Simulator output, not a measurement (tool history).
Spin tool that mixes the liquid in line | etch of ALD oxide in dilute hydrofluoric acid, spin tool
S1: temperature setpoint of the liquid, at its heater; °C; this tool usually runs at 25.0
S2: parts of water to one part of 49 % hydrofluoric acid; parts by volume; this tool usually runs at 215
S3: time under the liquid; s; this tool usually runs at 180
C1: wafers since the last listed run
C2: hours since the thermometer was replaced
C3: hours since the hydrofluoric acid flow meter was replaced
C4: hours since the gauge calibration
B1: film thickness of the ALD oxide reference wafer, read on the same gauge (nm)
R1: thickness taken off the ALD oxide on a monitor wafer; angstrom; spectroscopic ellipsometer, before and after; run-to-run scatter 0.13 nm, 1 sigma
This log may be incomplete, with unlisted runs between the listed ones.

{"run": 1, "hour": 0.0, "S1": 25.0, "S2": 215, "S3": 180, "C1": 0, "C2": 1641.6, "C3": 915.3, "C4": 1295.6, "B1": 110.02, "R1": 243.5}
{"run": 2, "hour": 66.1, "S1": 25.0, "S2": 215, "S3": 240, "C1": 558, "C2": 1707.7, "C3": 981.4, "C4": 1361.7, "B1": 110.01, "R1": 323.2}
{"run": 3, "hour": 94.0, "S1": 25.0, "S2": 215, "S3": 180, "C1": 235, "C2": 1735.6, "C3": 1009.3, "C4": 1389.6, "B1": 109.98, "R1": 241.6}
{"run": 4, "hour": 132.4, "S1": 25.0, "S2": 215, "S3": 180, "C1": 324, "C2": 1774.0, "C3": 1047.7, "C4": 1428.0, "B1": 110.02, "R1": 242.5}
{"run": 5, "hour": 203.0, "S1": 25.0, "S2": 215, "S3": 180, "C1": 596, "C2": 1844.6, "C3": 1118.3, "C4": 1498.6, "B1": 110.0, "R1": 240.4}
{"run": 6, "hour": 231.8, "S1": 25.0, "S2": 215, "S3": 180, "C1": 243, "C2": 1873.4, "C3": 1147.1, "C4": 1527.4, "B1": 110.02, "R1": 243.5}
{"run": 7, "hour": 288.6, "S1": 25.0, "S2": 215, "S3": 180, "C1": 479, "C2": 1930.2, "C3": 1203.9, "C4": 1584.2, "B1": 109.97, "R1": 239.2}
{"run": 8, "hour": 347.8, "S1": 25.0, "S2": 215, "S3": 180, "C1": 500, "C2": 1989.4, "C3": 1263.1, "C4": 1643.4, "B1": 109.97, "R1": 241.0}
{"run": 9, "hour": 392.0, "S1": 25.0, "S2": 215, "S3": 180, "C1": 373, "C2": 2033.6, "C3": 1307.3, "C4": 1687.6, "B1": 110.02, "R1": 242.4}
{"run": 10, "hour": 448.6, "S1": 25.0, "S2": 215, "S3": 180, "C1": 478, "C2": 2090.2, "C3": 1363.9, "C4": 1744.2, "B1": 109.99, "R1": 239.9}
{"run": 11, "hour": 478.0, "S1": 25.0, "S2": 215, "S3": 180, "C1": 248, "C2": 2119.6, "C3": 1393.3, "C4": 1773.6, "B1": 109.96, "R1": 239.3}
{"run": 12, "hour": 535.4, "S1": 23.5, "S2": 215, "S3": 210, "C1": 484, "C2": 2177.0, "C3": 1450.7, "C4": 1831.0, "B1": 109.98, "R1": 265.4}
{"hour": 559.8, "done": "thermometer replaced"}
{"run": 13, "hour": 597.2, "S1": 25.0, "S2": 135, "S3": 280, "C1": 513, "C2": 37.4, "C3": 1512.5, "C4": 1892.8, "B1": 110.03, "R1": 689.4}
{"run": 14, "hour": 648.5, "S1": 25.0, "S2": 215, "S3": 180, "C1": 433, "C2": 88.7, "C3": 1563.8, "C4": 1944.1, "B1": 110.0, "R1": 255.9}
{"hour": 654.8, "done": "hydrofluoric acid flow meter replaced"}
{"run": 15, "hour": 708.3, "S1": 28.0, "S2": 115, "S3": 285, "C1": 496, "C2": 148.5, "C3": 53.5, "C4": 2003.9, "B1": 110.0, "R1": 939.5}
{"run": 16, "hour": 766.6, "S1": 22.5, "S2": 260, "S3": 115, "C1": 492, "C2": 206.8, "C3": 111.8, "C4": 2062.2, "B1": 110.01, "R1": 116.3}
{"run": 17, "hour": 797.1, "S1": 25.0, "S2": 275, "S3": 180, "C1": 257, "C2": 237.3, "C3": 142.3, "C4": 2092.7, "B1": 110.0, "R1": 184.9}
{"run": 18, "hour": 841.7, "S1": 27.0, "S2": 300, "S3": 120, "C1": 376, "C2": 281.9, "C3": 186.9, "C4": 2137.3, "B1": 110.01, "R1": 118.3}
{"run": 19, "hour": 991.3, "S1": 29.0, "S2": 215, "S3": 115, "C1": 1264, "C2": 431.5, "C3": 336.5, "C4": 2286.9, "B1": 109.95, "R1": 185.3}
{"hour": 992.5, "done": "gauge calibrated"}
{"run": 20, "hour": 1187.4, "S1": 20.0, "S2": 215, "S3": 120, "C1": 1656, "C2": 627.6, "C3": 532.6, "C4": 194.9, "B1": 109.99, "R1": 138.3}
{"run": 21, "hour": 1236.8, "S1": 23.0, "S2": 130, "S3": 135, "C1": 417, "C2": 677.0, "C3": 582.0, "C4": 244.3, "B1": 110.03, "R1": 316.3}
{"run": 22, "hour": 1287.1, "S1": 25.0, "S2": 215, "S3": 285, "C1": 425, "C2": 727.3, "C3": 632.3, "C4": 294.6, "B1": 110.04, "R1": 396.9}
{"run": 23, "hour": 1327.1, "S1": 20.0, "S2": 165, "S3": 280, "C1": 337, "C2": 767.3, "C3": 672.3, "C4": 334.6, "B1": 110.03, "R1": 440.1}
{"run": 24, "hour": 1365.2, "S1": 27.0, "S2": 300, "S3": 120, "C1": 321, "C2": 805.4, "C3": 710.4, "C4": 372.7, "B1": 109.98, "R1": 117.0}
{"run": 25, "hour": 1392.3, "S1": 25.0, "S2": 120, "S3": 180, "C1": 228, "C2": 832.5, "C3": 737.5, "C4": 399.8, "B1": 110.02, "R1": 498.2}
{"run": 26, "hour": 1420.6, "S1": 21.0, "S2": 215, "S3": 255, "C1": 239, "C2": 860.8, "C3": 765.8, "C4": 428.1, "B1": 110.02, "R1": 304.5}
{"run": 27, "hour": 1482.4, "S1": 25.0, "S2": 215, "S3": 180, "C1": 522, "C2": 922.6, "C3": 827.6, "C4": 489.9, "B1": 109.98, "R1": 247.2}
{"run": 28, "hour": 1553.8, "S1": 27.5, "S2": 215, "S3": 280, "C1": 603, "C2": 994.0, "C3": 899.0, "C4": 561.3, "B1": 110.01, "R1": 421.6}
{"run": 29, "hour": 1625.0, "S1": 25.0, "S2": 120, "S3": 180, "C1": 601, "C2": 1065.2, "C3": 970.2, "C4": 632.5, "B1": 109.98, "R1": 491.6}
{"run": 30, "hour": 1656.2, "S1": 26.5, "S2": 215, "S3": 180, "C1": 263, "C2": 1096.4, "C3": 1001.4, "C4": 663.7, "B1": 110.0, "R1": 264.1}
{"run": 31, "hour": 1726.0, "S1": 26.5, "S2": 170, "S3": 260, "C1": 589, "C2": 1166.2, "C3": 1071.2, "C4": 733.5, "B1": 110.02, "R1": 503.1}
{"run": 32, "hour": 1901.9, "S1": 25.0, "S2": 215, "S3": 180, "C1": 1486, "C2": 1342.1, "C3": 1247.1, "C4": 909.4, "B1": 109.94, "R1": 246.6}
{"run": 33, "hour": 1953.6, "S1": 29.0, "S2": 320, "S3": 100, "C1": 436, "C2": 1393.8, "C3": 1298.8, "C4": 961.1, "B1": 109.98, "R1": 94.7}
{"run": 34, "hour": 2003.7, "S1": 25.0, "S2": 215, "S3": 180, "C1": 423, "C2": 1443.9, "C3": 1348.9, "C4": 1011.2, "B1": 109.99, "R1": 245.4}
{"run": 35, "hour": 2035.8, "S1": 25.0, "S2": 290, "S3": 105, "C1": 271, "C2": 1476.0, "C3": 1381.0, "C4": 1043.3, "B1": 109.95, "R1": 98.9}

Hidden state, per run?
hydrofluoric acid flow below the setpoint (%): 0, the same for each run
gauge reads high (%): 0, the same for each run
H1: liquid colder than its thermometer reads (K)
run=1 H1=1.29
run=2 H1=1.33
run=3 H1=1.35
run=4 H1=1.38
run=5 H1=1.42
run=6 H1=1.44
run=7 H1=1.48
run=8 H1=1.52
run=9 H1=1.55
run=10 H1=1.58
run=11 H1=1.6
run=12 H1=1.64
run=13 H1=0.033
run=14 H1=0.0665
run=15 H1=0.106
run=16 H1=0.144
run=17 H1=0.164
run=18 H1=0.193
run=19 H1=0.291
run=20 H1=0.419
run=21 H1=0.451
run=22 H1=0.484
run=23 H1=0.51
run=24 H1=0.535
run=25 H1=0.553
run=26 H1=0.571
run=27 H1=0.611
run=28 H1=0.658
run=29 H1=0.705
run=30 H1=0.725
run=31 H1=0.771
run=32 H1=0.886
run=33 H1=0.919
run=34 H1=0.952
run=35 H1=0.973
